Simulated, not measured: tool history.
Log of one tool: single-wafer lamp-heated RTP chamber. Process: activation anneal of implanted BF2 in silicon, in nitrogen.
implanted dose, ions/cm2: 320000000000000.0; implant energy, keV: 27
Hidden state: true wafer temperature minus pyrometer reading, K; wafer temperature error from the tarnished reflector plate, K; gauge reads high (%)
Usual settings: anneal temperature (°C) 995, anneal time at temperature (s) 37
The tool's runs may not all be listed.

| run | hour | anneal temperature (°C) | anneal time at temperature (s) | wafers since the last listed run | wafers since the last pyrometer calibration | wafers since the reflector plate was cleaned | hours since the gauge calibration | read-back reference wafer on the same gauge, sheet resistance | sheet resistance of the implanted and annealed layer (ohm/square) |
|---|---|---|---|---|---|---|---|---|---|
| 1 | 0.0 | 995 | 37 | 0 | 2465 | 2163 | 1191.4 | 333.95 | 337.31 |
| 2 | 62.1 | 995 | 37 | 1080 | 3545 | 3244 | 1253.5 | 334.05 | 337.23 |
| 3 | 133.7 | 995 | 37 | 1246 | 4791 | 4490 | 1325.1 | 334.06 | 338.05 |
| 4 | 167.2 | 995 | 31 | 582 | 5374 | 5073 | 1358.6 | 333.99 | 337.67 |
| 5 | 238.4 | 995 | 37 | 1239 | 6613 | 6312 | 1429.8 | 333.95 | 336.20 |
|  | 266.3 | pyrometer window cleaned and pyrometer calibrated |
| 6 | 285.1 | 995 | 37 | 673 | 326 | 6985 | 1476.5 | 334.05 | 337.62 |
| 7 | 345.1 | 995 | 37 | 1044 | 1370 | 8029 | 1536.5 | 334.02 | 337.97 |
| 8 | 416.1 | 1006 | 25 | 1235 | 2606 | 9265 | 1607.5 | 334.07 | 337.73 |
| 9 | 473.1 | 1006 | 25 | 991 | 3598 | 10257 | 1664.5 | 333.83 | 336.84 |
| 10 | 544.6 | 995 | 45 | 1244 | 4842 | 11501 | 1736.0 | 334.06 | 336.24 |
|  | 617.4 | pyrometer window cleaned and pyrometer calibrated |
|  | 634.1 | reflector plate cleaned |
| 11 | 754.7 | 995 | 45 | 3377 | 2250 | 2098 | 1946.1 | 334.06 | 335.36 |
| 12 | 813.2 | 995 | 45 | 1018 | 3268 | 3116 | 2004.6 | 334.09 | 334.13 |
| 13 | 880.3 | 995 | 37 | 1167 | 4436 | 4284 | 2071.7 | 334.00 | 336.02 |
| 14 | 916.0 | 995 | 37 | 621 | 5057 | 4905 | 2107.4 | 334.00 | 335.18 |
|  | 955.0 | gauge calibrated |
|  | 969.1 | pyrometer window cleaned and pyrometer calibrated, repeated, since the last time left the tool worse |
| 15 | 975.1 | 995 | 37 | 889 | 103 | 5794 | 20.1 | 334.11 | 339.07 |
| 16 | 1041.4 | 995 | 37 | 1153 | 1257 | 6948 | 86.4 | 334.07 | 336.91 |
| 17 | 1105.4 | 984 | 30 | 1113 | 2371 | 8062 | 150.4 | 334.13 | 341.24 |
| 18 | 1155.7 | 995 | 37 | 875 | 3246 | 8937 | 200.7 | 334.09 | 336.54 |
| 19 | 1191.1 | 973 | 37 | 616 | 3862 | 9553 | 236.1 | 333.87 | 345.24 |
| 20 | 1230.4 | 995 | 37 | 683 | 4546 | 10237 | 275.4 | 333.99 | 337.94 |
| 21 | 1297.9 | 995 | 46 | 1174 | 5721 | 11412 | 342.9 | 333.98 | 335.55 |
|  | 1328.8 | pyrometer window cleaned and pyrometer calibrated |
| 22 | 1329.3 | 966 | 58 | 407 | 8 | 11819 | 374.3 | 333.93 | 346.17 |
| 23 | 1357.5 | 980 | 47 | 490 | 498 | 12310 | 402.5 | 333.94 | 340.68 |
| 24 | 1392.0 | 995 | 37 | 600 | 1099 | 12910 | 437.0 | 334.03 | 338.70 |
|  | 1418.7 | reflector plate cleaned |
| 25 | 1457.9 | 995 | 53 | 1007 | 2106 | 682 | 502.9 | 334.00 | 335.84 |
| 26 | 1491.7 | 1003 | 53 | 588 | 2695 | 1271 | 536.7 | 334.00 | 335.04 |
| 27 | 1547.4 | 1004 | 57 | 969 | 3664 | 2240 | 592.4 | 334.07 | 333.36 |
|  | 1676.5 | pyrometer window cleaned and pyrometer calibrated |
| 28 | 1737.4 | 1014 | 51 | 3167 | 1060 | 5407 | 782.4 | 334.08 | 332.38 |
| 29 | 1791.8 | 1025 | 37 | 946 | 2007 | 6354 | 836.8 | 333.88 | 333.96 |
| 30 | 1826.0 | 981 | 28 | 595 | 2602 | 6949 | 871.0 | 334.06 | 342.88 |
| 31 | 1885.4 | 995 | 37 | 1033 | 3635 | 7983 | 930.4 | 334.01 | 337.23 |
| 32 | 1933.6 | 972 | 31 | 838 | 4474 | 8822 | 978.6 | 333.85 | 345.11 |

Hidden state at the last listed run before each entry between runs and at the first one after, where it differs:
Between runs 5 and 6: pyrometer window cleaned and pyrometer calibrated (hour 266.3)
  true wafer temperature minus pyrometer reading, K: 6.63 -> 0.262
  measured less the result without the state, sheet resistance of the implanted and annealed layer (ohm/square): -1.22 -> -0.05
Between runs 10 and 11: pyrometer window cleaned and pyrometer calibrated (hour 617.4); reflector plate cleaned (hour 634.1)
  true wafer temperature minus pyrometer reading, K: 3.59 -> 11.3
  measured less the result without the state, sheet resistance of the implanted and annealed layer (ohm/square): -0.73 -> -2.09
Between runs 14 and 15: gauge calibrated (hour 955.0); pyrometer window cleaned and pyrometer calibrated, repeated, since the last time left the tool worse (hour 969.1)
  true wafer temperature minus pyrometer reading, K: 14.3 -> 0.632
  measured less the result without the state, sheet resistance of the implanted and annealed layer (ohm/square): -2.39 -> -0.13
Between runs 21 and 22: pyrometer window cleaned and pyrometer calibrated (hour 1328.8)
  true wafer temperature minus pyrometer reading, K: 5.3 -> 0.485
  measured less the result without the state, sheet resistance of the implanted and annealed layer (ohm/square): -1.05 -> -0.37
Between runs 24 and 25: reflector plate cleaned (hour 1418.7)
  true wafer temperature minus pyrometer reading, K: 0.658 -> 1.2
  measured less the result without the state, sheet resistance of the implanted and annealed layer (ohm/square): -0.13 -> -0.27
Between runs 27 and 28: pyrometer window cleaned and pyrometer calibrated (hour 1676.5)
  true wafer temperature minus pyrometer reading, K: 2.55 -> 0.412
  measured less the result without the state, sheet resistance of the implanted and annealed layer (ohm/square): -0.49 -> -0.07
